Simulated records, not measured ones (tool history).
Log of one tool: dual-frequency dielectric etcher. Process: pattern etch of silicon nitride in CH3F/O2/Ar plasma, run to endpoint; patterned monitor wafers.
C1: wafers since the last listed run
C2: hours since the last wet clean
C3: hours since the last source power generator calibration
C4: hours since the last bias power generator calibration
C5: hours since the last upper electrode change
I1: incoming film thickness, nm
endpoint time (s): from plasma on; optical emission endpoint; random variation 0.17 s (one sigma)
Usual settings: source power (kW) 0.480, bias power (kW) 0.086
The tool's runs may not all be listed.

{"run": 1, "day": 0.0, "source power (kW)": 0.48, "bias power (kW)": 0.086, "C1": 0, "C2": 179.0, "C3": 1700.1, "C4": 2525.4, "C5": 4947.9, "I1": 17.69, "endpoint time (s)": 23.7}
{"run": 2, "day": 0.704, "source power (kW)": 0.48, "bias power (kW)": 0.086, "C1": 252, "C2": 195.9, "C3": 1717.0, "C4": 2542.3, "C5": 4964.8, "I1": 17.84, "endpoint time (s)": 24.0}
{"run": 3, "day": 1.121, "source power (kW)": 0.52, "bias power (kW)": 0.099, "C1": 149, "C2": 205.9, "C3": 1727.0, "C4": 2552.3, "C5": 4974.8, "I1": 17.72, "endpoint time (s)": 21.7}
{"run": 4, "day": 1.5, "source power (kW)": 0.52, "bias power (kW)": 0.099, "C1": 135, "C2": 215.0, "C3": 1736.1, "C4": 2561.4, "C5": 4983.9, "I1": 17.98, "endpoint time (s)": 22.1}
{"run": 5, "day": 1.804, "source power (kW)": 0.52, "bias power (kW)": 0.099, "C1": 109, "C2": 222.3, "C3": 1743.4, "C4": 2568.7, "C5": 4991.2, "I1": 18.02, "endpoint time (s)": 22.1}
{"run": 6, "day": 2.375, "source power (kW)": 0.48, "bias power (kW)": 0.086, "C1": 204, "C2": 236.0, "C3": 1757.1, "C4": 2582.4, "C5": 5004.9, "I1": 17.88, "endpoint time (s)": 24.0}
{"run": 7, "day": 3.121, "source power (kW)": 0.48, "bias power (kW)": 0.086, "C1": 267, "C2": 253.9, "C3": 1775.0, "C4": 2600.3, "C5": 5022.8, "I1": 18.0, "endpoint time (s)": 24.1}
{"run": 8, "day": 3.708, "source power (kW)": 0.48, "bias power (kW)": 0.086, "C1": 210, "C2": 268.0, "C3": 1789.1, "C4": 2614.4, "C5": 5036.9, "I1": 18.05, "endpoint time (s)": 24.2}
{"run": 9, "day": 4.025, "source power (kW)": 0.48, "bias power (kW)": 0.086, "C1": 113, "C2": 275.6, "C3": 1796.7, "C4": 2622.0, "C5": 5044.5, "I1": 17.88, "endpoint time (s)": 24.3}
{"run": 10, "day": 4.688, "source power (kW)": 0.48, "bias power (kW)": 0.086, "C1": 237, "C2": 291.5, "C3": 1812.6, "C4": 2637.9, "C5": 5060.4, "I1": 17.83, "endpoint time (s)": 23.6}
{"day": 6.071, "done": "wet clean of the chamber"}
{"run": 11, "day": 6.092, "source power (kW)": 0.48, "bias power (kW)": 0.086, "C1": 144, "C2": 0.5, "C3": 1846.3, "C4": 2671.6, "C5": 5094.1, "I1": 17.83, "endpoint time (s)": 23.7}
{"run": 12, "day": 6.625, "source power (kW)": 0.48, "bias power (kW)": 0.086, "C1": 191, "C2": 13.3, "C3": 1859.1, "C4": 2684.4, "C5": 5106.9, "I1": 17.93, "endpoint time (s)": 24.1}
{"run": 13, "day": 7.033, "source power (kW)": 0.48, "bias power (kW)": 0.077, "C1": 146, "C2": 23.1, "C3": 1868.9, "C4": 2694.2, "C5": 5116.7, "I1": 17.9, "endpoint time (s)": 25.1}
{"run": 14, "day": 7.4, "source power (kW)": 0.48, "bias power (kW)": 0.086, "C1": 131, "C2": 31.9, "C3": 1877.7, "C4": 2703.0, "C5": 5125.5, "I1": 17.93, "endpoint time (s)": 23.9}
{"run": 15, "day": 7.912, "source power (kW)": 0.48, "bias power (kW)": 0.086, "C1": 183, "C2": 44.2, "C3": 1890.0, "C4": 2715.3, "C5": 5137.8, "I1": 18.06, "endpoint time (s)": 24.1}
{"run": 16, "day": 8.567, "source power (kW)": 0.48, "bias power (kW)": 0.086, "C1": 234, "C2": 59.9, "C3": 1905.7, "C4": 2731.0, "C5": 5153.5, "I1": 17.86, "endpoint time (s)": 23.9}
{"day": 9.438, "done": "source power generator calibrated"}
{"day": 9.838, "done": "upper electrode replaced"}
{"run": 17, "day": 9.858, "source power (kW)": 0.48, "bias power (kW)": 0.086, "C1": 258, "C2": 90.9, "C3": 10.1, "C4": 2762.0, "C5": 0.5, "I1": 17.85, "endpoint time (s)": 24.1}
{"run": 18, "day": 9.979, "source power (kW)": 0.48, "bias power (kW)": 0.086, "C1": 43, "C2": 93.8, "C3": 13.0, "C4": 2764.9, "C5": 3.4, "I1": 17.86, "endpoint time (s)": 23.7}
{"run": 19, "day": 10.521, "source power (kW)": 0.41, "bias power (kW)": 0.096, "C1": 194, "C2": 106.8, "C3": 26.0, "C4": 2777.9, "C5": 16.4, "I1": 17.8, "endpoint time (s)": 23.5}
{"run": 20, "day": 11.229, "source power (kW)": 0.44, "bias power (kW)": 0.07, "C1": 253, "C2": 123.8, "C3": 43.0, "C4": 2794.9, "C5": 33.4, "I1": 17.88, "endpoint time (s)": 26.5}
{"run": 21, "day": 11.758, "source power (kW)": 0.44, "bias power (kW)": 0.086, "C1": 189, "C2": 136.5, "C3": 55.7, "C4": 2807.6, "C5": 46.1, "I1": 17.7, "endpoint time (s)": 24.1}
{"run": 22, "day": 12.108, "source power (kW)": 0.42, "bias power (kW)": 0.078, "C1": 125, "C2": 144.9, "C3": 64.1, "C4": 2816.0, "C5": 54.5, "I1": 17.87, "endpoint time (s)": 25.9}
{"run": 23, "day": 12.775, "source power (kW)": 0.48, "bias power (kW)": 0.086, "C1": 238, "C2": 160.9, "C3": 80.1, "C4": 2832.0, "C5": 70.5, "I1": 18.05, "endpoint time (s)": 24.3}
{"run": 24, "day": 13.5, "source power (kW)": 0.38, "bias power (kW)": 0.086, "C1": 259, "C2": 178.3, "C3": 97.5, "C4": 2849.4, "C5": 87.9, "I1": 17.95, "endpoint time (s)": 26.0}
{"run": 25, "day": 14.021, "source power (kW)": 0.48, "bias power (kW)": 0.086, "C1": 186, "C2": 190.8, "C3": 110.0, "C4": 2861.9, "C5": 100.4, "I1": 17.91, "endpoint time (s)": 24.0}
{"day": 14.25, "done": "bias power generator calibrated"}
{"run": 26, "day": 14.592, "source power (kW)": 0.44, "bias power (kW)": 0.079, "C1": 144, "C2": 204.5, "C3": 123.7, "C4": 8.2, "C5": 114.1, "I1": 17.9, "endpoint time (s)": 25.7}
{"run": 27, "day": 14.975, "source power (kW)": 0.54, "bias power (kW)": 0.092, "C1": 137, "C2": 213.7, "C3": 132.9, "C4": 17.4, "C5": 123.3, "I1": 17.92, "endpoint time (s)": 22.4}
{"run": 28, "day": 15.538, "source power (kW)": 0.36, "bias power (kW)": 0.086, "C1": 201, "C2": 227.2, "C3": 146.4, "C4": 30.9, "C5": 136.8, "I1": 18.09, "endpoint time (s)": 26.0}
{"run": 29, "day": 15.938, "source power (kW)": 0.54, "bias power (kW)": 0.086, "C1": 143, "C2": 236.8, "C3": 156.0, "C4": 40.5, "C5": 146.4, "I1": 18.08, "endpoint time (s)": 23.4}
{"run": 30, "day": 16.358, "source power (kW)": 0.48, "bias power (kW)": 0.067, "C1": 150, "C2": 246.9, "C3": 166.1, "C4": 50.6, "C5": 156.5, "I1": 17.73, "endpoint time (s)": 26.3}
{"run": 31, "day": 16.662, "source power (kW)": 0.48, "bias power (kW)": 0.086, "C1": 109, "C2": 254.2, "C3": 173.4, "C4": 57.9, "C5": 163.8, "I1": 18.09, "endpoint time (s)": 24.5}
{"run": 32, "day": 18.262, "source power (kW)": 0.59, "bias power (kW)": 0.099, "C1": 573, "C2": 292.6, "C3": 211.8, "C4": 96.3, "C5": 202.2, "I1": 18.04, "endpoint time (s)": 21.6}
{"run": 33, "day": 18.521, "source power (kW)": 0.59, "bias power (kW)": 0.095, "C1": 92, "C2": 298.8, "C3": 218.0, "C4": 102.5, "C5": 208.4, "I1": 17.97, "endpoint time (s)": 21.8}
{"run": 34, "day": 18.958, "source power (kW)": 0.6, "bias power (kW)": 0.076, "C1": 156, "C2": 309.3, "C3": 228.5, "C4": 113.0, "C5": 218.9, "I1": 17.71, "endpoint time (s)": 23.2}
{"run": 35, "day": 19.425, "source power (kW)": 0.42, "bias power (kW)": 0.094, "C1": 167, "C2": 320.5, "C3": 239.7, "C4": 124.2, "C5": 230.1, "I1": 18.03, "endpoint time (s)": 23.8}

5 ways to go on from here, each from the tool as it stands after run 35. What would each give?
{"run": "A", "day": 19.442, "source power (kW)": 0.48, "bias power (kW)": 0.086, "C1": 5, "C2": 320.9, "C3": 240.1, "C4": 124.6, "C5": 230.5, "I1": 17.98, "endpoint time (s)": "?"}
{"run": "B", "day": 19.442, "source power (kW)": 0.37, "bias power (kW)": 0.071, "C1": 5, "C2": 320.9, "C3": 240.1, "C4": 124.6, "C5": 230.5, "I1": 17.98, "endpoint time (s)": "?"}
{"run": "C", "day": 19.442, "source power (kW)": 0.42, "bias power (kW)": 0.086, "C1": 5, "C2": 320.9, "C3": 240.1, "C4": 124.6, "C5": 230.5, "I1": 17.98, "endpoint time (s)": "?"}
{"run": "D", "day": 19.442, "source power (kW)": 0.52, "bias power (kW)": 0.096, "C1": 5, "C2": 320.9, "C3": 240.1, "C4": 124.6, "C5": 230.5, "I1": 17.98, "endpoint time (s)": "?"}
{"run": "E", "day": 19.442, "source power (kW)": 0.43, "bias power (kW)": 0.074, "C1": 5, "C2": 320.9, "C3": 240.1, "C4": 124.6, "C5": 230.5, "I1": 17.98, "endpoint time (s)": "?"}

run=A endpoint_time_(s)=24.4
run=B endpoint_time_(s)=28.3
run=C endpoint_time_(s)=25.3
run=D endpoint_time_(s)=22.8
run=E endpoint_time_(s)=26.7
Without the tool's hidden state the same runs would have given:
run=A endpoint_time_(s)=24.4
run=B endpoint_time_(s)=28.3
run=C endpoint_time_(s)=25.3
run=D endpoint_time_(s)=22.8
run=E endpoint_time_(s)=26.7

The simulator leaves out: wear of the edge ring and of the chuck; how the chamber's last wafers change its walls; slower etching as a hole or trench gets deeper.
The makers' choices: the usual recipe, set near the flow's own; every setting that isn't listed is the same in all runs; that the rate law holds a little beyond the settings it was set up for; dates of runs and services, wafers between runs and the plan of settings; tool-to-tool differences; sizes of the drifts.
